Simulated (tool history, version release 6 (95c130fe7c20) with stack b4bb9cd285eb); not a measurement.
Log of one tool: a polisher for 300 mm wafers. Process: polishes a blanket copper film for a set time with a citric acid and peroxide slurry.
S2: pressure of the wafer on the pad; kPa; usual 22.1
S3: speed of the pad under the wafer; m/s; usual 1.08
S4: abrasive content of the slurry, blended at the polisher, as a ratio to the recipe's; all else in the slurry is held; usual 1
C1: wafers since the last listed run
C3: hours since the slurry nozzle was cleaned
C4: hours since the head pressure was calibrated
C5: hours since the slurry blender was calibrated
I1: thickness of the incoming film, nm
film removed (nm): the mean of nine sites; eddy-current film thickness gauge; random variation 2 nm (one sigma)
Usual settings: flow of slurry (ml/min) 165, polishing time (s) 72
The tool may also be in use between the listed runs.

run 1 hour=0 | flow_of_slurry_(ml/min)=165 S2=22.1 S3=1.08 S4=1 polishing_time_(s)=63 | C1=0 wafers_polished_on_this_pad=683 C3=211.5 C4=532.8 C5=66.4 | I1=990.6 | film_removed_(nm)=121.2
run 2 hour=23.5 | flow_of_slurry_(ml/min)=165 S2=22.1 S3=1.08 S4=1 polishing_time_(s)=72 | C1=213 wafers_polished_on_this_pad=897 C3=235 C4=556.3 C5=89.9 | I1=997.1 | film_removed_(nm)=137.5
run 3 hour=40.2 | flow_of_slurry_(ml/min)=165 S2=22.1 S3=1.08 S4=1 polishing_time_(s)=72 | C1=152 wafers_polished_on_this_pad=1049 C3=251.7 C4=573 C5=106.6 | I1=1001.5 | film_removed_(nm)=140.5
-- hour=64.2 worn pad replaced by a new one
run 4 hour=73.8 | flow_of_slurry_(ml/min)=165 S2=22.1 S3=1.08 S4=1 polishing_time_(s)=72 | C1=269 wafers_polished_on_this_pad=87 C3=285.3 C4=606.6 C5=140.2 | I1=1020.4 | film_removed_(nm)=139.5
run 5 hour=102.2 | flow_of_slurry_(ml/min)=165 S2=22.1 S3=1.08 S4=1 polishing_time_(s)=72 | C1=258 wafers_polished_on_this_pad=346 C3=313.7 C4=635 C5=168.6 | I1=999.7 | film_removed_(nm)=134.2
run 6 hour=133.5 | flow_of_slurry_(ml/min)=165 S2=22.1 S3=1.08 S4=1 polishing_time_(s)=72 | C1=285 wafers_polished_on_this_pad=631 C3=345 C4=666.3 C5=199.9 | I1=996.1 | film_removed_(nm)=137.7
run 7 hour=173.8 | flow_of_slurry_(ml/min)=165 S2=19.3 S3=1.08 S4=1.1 polishing_time_(s)=72 | C1=366 wafers_polished_on_this_pad=998 C3=385.3 C4=706.6 C5=240.2 | I1=1007.3 | film_removed_(nm)=127
run 8 hour=206.2 | flow_of_slurry_(ml/min)=165 S2=22.1 S3=1.08 S4=1 polishing_time_(s)=72 | C1=295 wafers_polished_on_this_pad=1293 C3=417.7 C4=739 C5=272.6 | I1=979.8 | film_removed_(nm)=139.2
-- hour=214.2 head pressure recalibrated
run 9 hour=230.8 | flow_of_slurry_(ml/min)=165 S2=22.1 S3=1.08 S4=1 polishing_time_(s)=72 | C1=205 wafers_polished_on_this_pad=1499 C3=442.3 C4=16.6 C5=297.2 | I1=983.6 | film_removed_(nm)=156.3
-- hour=242.3 slurry blender recalibrated
-- hour=247.3 worn pad replaced by a new one
run 10 hour=247.8 | flow_of_slurry_(ml/min)=165 S2=22.1 S3=1.08 S4=1 polishing_time_(s)=58 | C1=100 wafers_polished_on_this_pad=4 C3=459.3 C4=33.6 C5=5.5 | I1=987.2 | film_removed_(nm)=123.8
run 11 hour=262.1 | flow_of_slurry_(ml/min)=165 S2=22.1 S3=1.08 S4=1 polishing_time_(s)=58 | C1=130 wafers_polished_on_this_pad=134 C3=473.6 C4=47.9 C5=19.8 | I1=1013.5 | film_removed_(nm)=120.4
run 12 hour=275.2 | flow_of_slurry_(ml/min)=165 S2=22.1 S3=1.08 S4=1 polishing_time_(s)=72 | C1=119 wafers_polished_on_this_pad=254 C3=486.7 C4=61 C5=32.9 | I1=990.8 | film_removed_(nm)=152.2
run 13 hour=301.1 | flow_of_slurry_(ml/min)=165 S2=22.1 S3=1.08 S4=1 polishing_time_(s)=72 | C1=235 wafers_polished_on_this_pad=489 C3=512.6 C4=86.9 C5=58.8 | I1=982.7 | film_removed_(nm)=150.8
run 14 hour=313.3 | flow_of_slurry_(ml/min)=165 S2=26.2 S3=1.08 S4=1 polishing_time_(s)=72 | C1=111 wafers_polished_on_this_pad=600 C3=524.8 C4=99.1 C5=71 | I1=1007.4 | film_removed_(nm)=175.6
run 15 hour=327.1 | flow_of_slurry_(ml/min)=165 S2=22.1 S3=1.08 S4=1 polishing_time_(s)=72 | C1=125 wafers_polished_on_this_pad=726 C3=538.6 C4=112.9 C5=84.8 | I1=1018.4 | film_removed_(nm)=150.6
run 16 hour=356.2 | flow_of_slurry_(ml/min)=165 S2=27.6 S3=0.94 S4=1.1 polishing_time_(s)=72 | C1=264 wafers_polished_on_this_pad=991 C3=567.7 C4=142 C5=113.9 | I1=989.7 | film_removed_(nm)=167.8
run 17 hour=388.9 | flow_of_slurry_(ml/min)=205 S2=16.5 S3=0.88 S4=0.85 polishing_time_(s)=72 | C1=297 wafers_polished_on_this_pad=1289 C3=600.4 C4=174.7 C5=146.6 | I1=996.2 | film_removed_(nm)=100.7
-- hour=407.1 worn pad replaced by a new one
run 18 hour=417.6 | flow_of_slurry_(ml/min)=165 S2=22.1 S3=1.08 S4=1 polishing_time_(s)=58 | C1=224 wafers_polished_on_this_pad=95 C3=629.1 C4=203.4 C5=175.3 | I1=983.5 | film_removed_(nm)=119.5
run 19 hour=444.1 | flow_of_slurry_(ml/min)=165 S2=22.1 S3=1.08 S4=1.3 polishing_time_(s)=72 | C1=241 wafers_polished_on_this_pad=336 C3=655.6 C4=229.9 C5=201.8 | I1=990.2 | film_removed_(nm)=156.2
run 20 hour=496.6 | flow_of_slurry_(ml/min)=190 S2=22.1 S3=1.08 S4=1 polishing_time_(s)=72 | C1=478 wafers_polished_on_this_pad=814 C3=708.1 C4=282.4 C5=254.3 | I1=1020.5 | film_removed_(nm)=143.4
-- hour=528.2 slurry nozzle cleaned
-- hour=531.5 slurry blender recalibrated
run 21 hour=532.5 | flow_of_slurry_(ml/min)=195 S2=22.1 S3=1.08 S4=0.85 polishing_time_(s)=49 | C1=299 wafers_polished_on_this_pad=1114 C3=4.3 C4=318.3 C5=1 | I1=996.8 | film_removed_(nm)=95.1
run 22 hour=566 | flow_of_slurry_(ml/min)=165 S2=22.1 S3=1.08 S4=1 polishing_time_(s)=72 | C1=305 wafers_polished_on_this_pad=1419 C3=37.8 C4=351.8 C5=34.5 | I1=1010.5 | film_removed_(nm)=142.3
run 23 hour=585.7 | flow_of_slurry_(ml/min)=165 S2=22.1 S3=0.82 S4=1.3 polishing_time_(s)=72 | C1=179 wafers_polished_on_this_pad=1598 C3=57.5 C4=371.5 C5=54.2 | I1=988.8 | film_removed_(nm)=129.8
-- hour=590.1 worn pad replaced by a new one
run 24 hour=605.7 | flow_of_slurry_(ml/min)=165 S2=22.1 S3=1.08 S4=1 polishing_time_(s)=72 | C1=145 wafers_polished_on_this_pad=142 C3=77.5 C4=391.5 C5=74.2 | I1=1017 | film_removed_(nm)=141.5
run 25 hour=618.5 | flow_of_slurry_(ml/min)=165 S2=22.1 S3=1.08 S4=1 polishing_time_(s)=72 | C1=116 wafers_polished_on_this_pad=258 C3=90.3 C4=404.3 C5=87 | I1=1009.8 | film_removed_(nm)=140.3
run 26 hour=646.5 | flow_of_slurry_(ml/min)=205 S2=19.3 S3=1.08 S4=1.2 polishing_time_(s)=72 | C1=254 wafers_polished_on_this_pad=513 C3=118.3 C4=432.3 C5=115 | I1=984.2 | film_removed_(nm)=143
run 27 hour=681.8 | flow_of_slurry_(ml/min)=165 S2=18.6 S3=1.08 S4=1 polishing_time_(s)=72 | C1=321 wafers_polished_on_this_pad=835 C3=153.6 C4=467.6 C5=150.3 | I1=1012.2 | film_removed_(nm)=125
run 28 hour=699.8 | flow_of_slurry_(ml/min)=165 S2=22.1 S3=1.08 S4=1.15 polishing_time_(s)=72 | C1=163 wafers_polished_on_this_pad=999 C3=171.6 C4=485.6 C5=168.3 | I1=992.8 | film_removed_(nm)=148.3
run 29 hour=721.9 | flow_of_slurry_(ml/min)=165 S2=22.1 S3=1.08 S4=1.1 polishing_time_(s)=72 | C1=201 wafers_polished_on_this_pad=1200 C3=193.7 C4=507.7 C5=190.4 | I1=1005.1 | film_removed_(nm)=148.2
-- hour=744.4 worn pad replaced by a new one
run 30 hour=757.1 | flow_of_slurry_(ml/min)=165 S2=25.5 S3=0.82 S4=1 polishing_time_(s)=72 | C1=284 wafers_polished_on_this_pad=115 C3=228.9 C4=542.9 C5=225.6 | I1=1012.1 | film_removed_(nm)=135
run 31 hour=774.8 | flow_of_slurry_(ml/min)=165 S2=22.1 S3=1.08 S4=1 polishing_time_(s)=72 | C1=161 wafers_polished_on_this_pad=276 C3=246.6 C4=560.6 C5=243.3 | I1=997.6 | film_removed_(nm)=142.7

Measured less the same run without the tool's hidden state. The same run-to-run variation is in both; the gauge's scatter may not be:
The hidden state here: removal rate lost through wear of the pad, %; slurry flow missing at the pad, %; deviation of the head's pressure from its setpoint, %; abrasive missing from the slurry, %.
run=1 film_removed_(nm)=-13
run=2 film_removed_(nm)=-15
run=3 film_removed_(nm)=-15.4
run=4 film_removed_(nm)=-15.5
run=5 film_removed_(nm)=-15.2
run=6 film_removed_(nm)=-15.8
run=7 film_removed_(nm)=-14.7
run=8 film_removed_(nm)=-16.3
run=9 film_removed_(nm)=+0
run=10 film_removed_(nm)=-0.7
run=11 film_removed_(nm)=-1.4
run=12 film_removed_(nm)=-2.4
run=13 film_removed_(nm)=-3.5
run=14 film_removed_(nm)=-4.8
run=15 film_removed_(nm)=-4.7
run=16 film_removed_(nm)=-6.6
run=17 film_removed_(nm)=-4.7
run=18 film_removed_(nm)=-6.3
run=19 film_removed_(nm)=-9.1
run=20 film_removed_(nm)=-9.7
run=21 film_removed_(nm)=-6.9
run=22 film_removed_(nm)=-11.1
run=23 film_removed_(nm)=-10.3
run=24 film_removed_(nm)=-11.7
run=25 film_removed_(nm)=-11.8
run=26 film_removed_(nm)=-12.3
run=27 film_removed_(nm)=-11.1
run=28 film_removed_(nm)=-13.5
run=29 film_removed_(nm)=-13.8
run=30 film_removed_(nm)=-12.8
run=31 film_removed_(nm)=-13.7
